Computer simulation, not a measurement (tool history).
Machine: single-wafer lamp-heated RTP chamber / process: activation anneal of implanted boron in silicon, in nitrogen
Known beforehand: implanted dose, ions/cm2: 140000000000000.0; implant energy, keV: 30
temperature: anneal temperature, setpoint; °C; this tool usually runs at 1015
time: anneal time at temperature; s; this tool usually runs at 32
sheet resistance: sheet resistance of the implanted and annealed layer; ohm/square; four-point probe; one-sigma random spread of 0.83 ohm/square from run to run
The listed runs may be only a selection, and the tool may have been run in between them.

run,day,temperature,time,"read-back reference wafer on the same gauge, sheet resistance",sheet resistance
1,0,1015,32,475.91,560.14
2,0.7,1015,32,475.76,558.7
3,1.421,1015,32,475.95,559.16
# day 2.479: pyrometer window cleaned and pyrometer calibrated
4,2.5,1015,32,475.9,561.62
5,3.662,1015,32,476.05,561.16
# day 5.954: gauge calibrated
6,7.546,1015,32,470.15,552.64
7,8.562,1015,32,470.68,553.44
8,9.842,991,32,471.33,556.88
9,11.338,1015,41,472.28,556.34
# day 12.479: pyrometer window cleaned and pyrometer calibrated
10,12.583,1015,41,472.76,555.89
11,13.375,1015,32,472.9,556.32
12,14.708,1015,32,473.3,558.02
13,15.479,993,41,473.63,556.65
# day 16.617: reflector plate cleaned
14,16.638,993,41,473.87,557.92
15,17.096,993,41,473.92,558.08
16,17.896,1015,32,474.16,558.17
17,18.483,1015,32,474.22,557.55
18,19.325,1044,16,474.38,560.07
19,21.992,1015,32,474.86,560.08
# day 22.496: pyrometer window cleaned and pyrometer calibrated
20,22.721,1006,16,474.95,561.95
21,23.367,992,27,474.98,559.61
22,24.654,1023,26,475.13,560.22
23,25.7,1015,32,475.16,560.15
24,26.454,1015,38,475.21,559.65
25,27.654,1015,41,475.4,559.4
26,28.788,1015,32,475.6,560.27
27,29.383,990,38,475.22,560.1
28,30.833,986,32,475.37,560.03
# day 31.4: gauge calibrated
29,31.438,1015,39,467.63,549.54
# day 32.55: pyrometer window cleaned and pyrometer calibrated
30,32.571,1027,19,468.58,553.11
31,33.217,999,38,468.8,551.44
32,34.688,1015,17,469.66,554.79
33,38.312,1015,32,471.41,554.52
34,38.879,994,25,471.7,556.5
# day 39.721: reflector plate cleaned
35,39.742,993,43,471.86,555.01

4 ways to go on from here, each from the tool as it stands after run 35. What would each give?
A,39.758,1015,51,?,?
B,39.758,1035,32,?,?
C,39.758,1023,32,?,?
D,39.758,1006,17,?,?

run,"read-back reference wafer on the same gauge, sheet resistance",sheet resistance
A,471.9,553.59
B,471.9,554.87
C,471.9,554.66
D,471.9,555.57
Stripped of hidden state, with their random variation kept, the same runs would have yielded:
run,sheet resistance
A,550.22
B,551.49
C,551.28
D,552.19

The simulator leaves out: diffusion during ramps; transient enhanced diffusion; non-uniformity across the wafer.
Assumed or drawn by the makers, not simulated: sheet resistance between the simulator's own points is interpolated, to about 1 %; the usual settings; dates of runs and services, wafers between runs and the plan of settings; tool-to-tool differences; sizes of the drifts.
